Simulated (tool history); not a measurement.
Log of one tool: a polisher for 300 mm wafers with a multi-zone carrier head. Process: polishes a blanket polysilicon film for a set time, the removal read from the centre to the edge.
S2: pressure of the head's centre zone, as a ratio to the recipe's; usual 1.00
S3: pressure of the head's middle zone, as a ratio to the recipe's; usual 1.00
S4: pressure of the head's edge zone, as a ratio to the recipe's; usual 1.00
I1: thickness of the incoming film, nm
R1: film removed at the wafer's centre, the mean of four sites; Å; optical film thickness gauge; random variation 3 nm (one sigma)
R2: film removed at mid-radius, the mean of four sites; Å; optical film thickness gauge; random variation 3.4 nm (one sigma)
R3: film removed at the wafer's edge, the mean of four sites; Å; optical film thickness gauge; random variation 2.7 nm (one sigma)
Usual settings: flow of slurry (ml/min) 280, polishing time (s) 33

run 1 hour=0.0 | flow_of_slurry_(ml/min)=280 S2=1.00 S3=1.00 S4=1.00 polishing_time_(s)=33 | I1=1952.6 | R1=3495 R2=3884 R3=3713
-- hour=11.8 worn pad replaced by a new one
-- hour=32.2 centre zone pressure recalibrated
run 2 hour=33.4 | flow_of_slurry_(ml/min)=280 S2=1.00 S3=1.00 S4=1.00 polishing_time_(s)=33 | I1=1972.7 | R1=3703 R2=3870 R3=3778
run 3 hour=53.5 | flow_of_slurry_(ml/min)=280 S2=1.00 S3=1.00 S4=1.00 polishing_time_(s)=33 | I1=1969.5 | R1=3665 R2=3840 R3=3728
run 4 hour=79.8 | flow_of_slurry_(ml/min)=280 S2=1.00 S3=1.00 S4=1.00 polishing_time_(s)=33 | I1=1970.6 | R1=3617 R2=3875 R3=3716
run 5 hour=93.5 | flow_of_slurry_(ml/min)=280 S2=1.00 S3=1.00 S4=1.00 polishing_time_(s)=33 | I1=1993.4 | R1=3692 R2=3848 R3=3744
-- hour=105.1 slurry nozzle cleaned
run 6 hour=122.1 | flow_of_slurry_(ml/min)=280 S2=1.00 S3=1.00 S4=1.00 polishing_time_(s)=33 | I1=1978.5 | R1=3710 R2=3811 R3=3715
-- hour=144.3 worn pad replaced by a new one
run 7 hour=151.1 | flow_of_slurry_(ml/min)=280 S2=1.00 S3=1.00 S4=1.00 polishing_time_(s)=40 | I1=1988.0 | R1=4412 R2=4677 R3=4493
-- hour=157.7 edge zone pressure recalibrated
run 8 hour=173.3 | flow_of_slurry_(ml/min)=280 S2=1.00 S3=1.00 S4=1.00 polishing_time_(s)=33 | I1=2013.2 | R1=3659 R2=3871 R3=3727
run 9 hour=209.6 | flow_of_slurry_(ml/min)=255 S2=1.00 S3=1.00 S4=1.00 polishing_time_(s)=27 | I1=2018.1 | R1=2907 R2=3111 R3=3045
-- hour=230.3 carrier head's membrane replaced by a new one
run 10 hour=236.8 | flow_of_slurry_(ml/min)=225 S2=1.07 S3=1.00 S4=1.00 polishing_time_(s)=33 | I1=1999.5 | R1=3787 R2=3750 R3=3715
run 11 hour=258.9 | flow_of_slurry_(ml/min)=280 S2=1.00 S3=1.00 S4=1.00 polishing_time_(s)=25 | I1=1998.4 | R1=2748 R2=2893 R3=2825
-- hour=275.2 worn pad replaced by a new one
run 12 hour=275.6 | flow_of_slurry_(ml/min)=280 S2=1.00 S3=1.00 S4=0.93 polishing_time_(s)=42 | I1=2017.0 | R1=4605 R2=4865 R3=4562
run 13 hour=305.9 | flow_of_slurry_(ml/min)=280 S2=1.00 S3=1.00 S4=1.00 polishing_time_(s)=33 | I1=1991.8 | R1=3594 R2=3805 R3=3739
run 14 hour=325.9 | flow_of_slurry_(ml/min)=280 S2=1.00 S3=1.00 S4=1.00 polishing_time_(s)=29 | I1=1997.6 | R1=3116 R2=3388 R3=3275
run 15 hour=357.8 | flow_of_slurry_(ml/min)=280 S2=1.00 S3=1.00 S4=1.00 polishing_time_(s)=33 | I1=1979.5 | R1=3582 R2=3790 R3=3695
run 16 hour=391.5 | flow_of_slurry_(ml/min)=190 S2=1.00 S3=1.00 S4=1.07 polishing_time_(s)=33 | I1=2017.2 | R1=3481 R2=3745 R3=3767
-- hour=402.4 worn pad replaced by a new one
run 17 hour=424.6 | flow_of_slurry_(ml/min)=280 S2=0.94 S3=1.08 S4=1.00 polishing_time_(s)=23 | I1=2014.5 | R1=2376 R2=2807 R3=2637
run 18 hour=456.0 | flow_of_slurry_(ml/min)=375 S2=1.00 S3=1.00 S4=0.88 polishing_time_(s)=33 | I1=1948.8 | R1=3659 R2=3950 R3=3552
-- hour=470.8 slurry nozzle cleaned
run 19 hour=475.8 | flow_of_slurry_(ml/min)=280 S2=1.07 S3=1.00 S4=1.08 polishing_time_(s)=37 | I1=2001.8 | R1=4238 R2=4395 R3=4349
run 20 hour=491.1 | flow_of_slurry_(ml/min)=280 S2=1.00 S3=1.00 S4=1.00 polishing_time_(s)=33 | I1=1988.3 | R1=3590 R2=3761 R3=3735
run 21 hour=512.9 | flow_of_slurry_(ml/min)=325 S2=0.96 S3=1.12 S4=1.05 polishing_time_(s)=33 | I1=1996.4 | R1=3451 R2=4114 R3=3836

5 ways to go on from here, each from the tool as it stands after run 21. What would each give?
run A hour=513.3 | flow_of_slurry_(ml/min)=280 S2=1.00 S3=1.00 S4=1.00 polishing_time_(s)=33 | I1=2005.0 | R1=? R2=? R3=?
run B hour=513.3 | flow_of_slurry_(ml/min)=205 S2=1.00 S3=1.00 S4=1.00 polishing_time_(s)=43 | I1=2005.0 | R1=? R2=? R3=?
run C hour=513.3 | flow_of_slurry_(ml/min)=280 S2=1.07 S3=1.00 S4=0.88 polishing_time_(s)=28 | I1=2005.0 | R1=? R2=? R3=?
run D hour=513.3 | flow_of_slurry_(ml/min)=280 S2=0.95 S3=1.00 S4=1.07 polishing_time_(s)=33 | I1=2005.0 | R1=? R2=? R3=?
run E hour=513.3 | flow_of_slurry_(ml/min)=370 S2=1.00 S3=1.00 S4=0.96 polishing_time_(s)=33 | I1=2005.0 | R1=? R2=? R3=?

run=A R1=3559 R2=3894 R3=3728
run=B R1=4533 R2=4971 R3=4782
run=C R1=3209 R2=3303 R3=3015
run=D R1=3400 R2=3895 R3=3829
run=E R1=3627 R2=3962 R3=3718
Without the tool's hidden state the same runs would have given:
run=A R1=3708 R2=3893 R3=3728
run=B R1=4723 R2=4970 R3=4782
run=C R1=3343 R2=3303 R3=3015
run=D R1=3543 R2=3894 R3=3829
run=E R1=3780 R2=3961 R3=3718

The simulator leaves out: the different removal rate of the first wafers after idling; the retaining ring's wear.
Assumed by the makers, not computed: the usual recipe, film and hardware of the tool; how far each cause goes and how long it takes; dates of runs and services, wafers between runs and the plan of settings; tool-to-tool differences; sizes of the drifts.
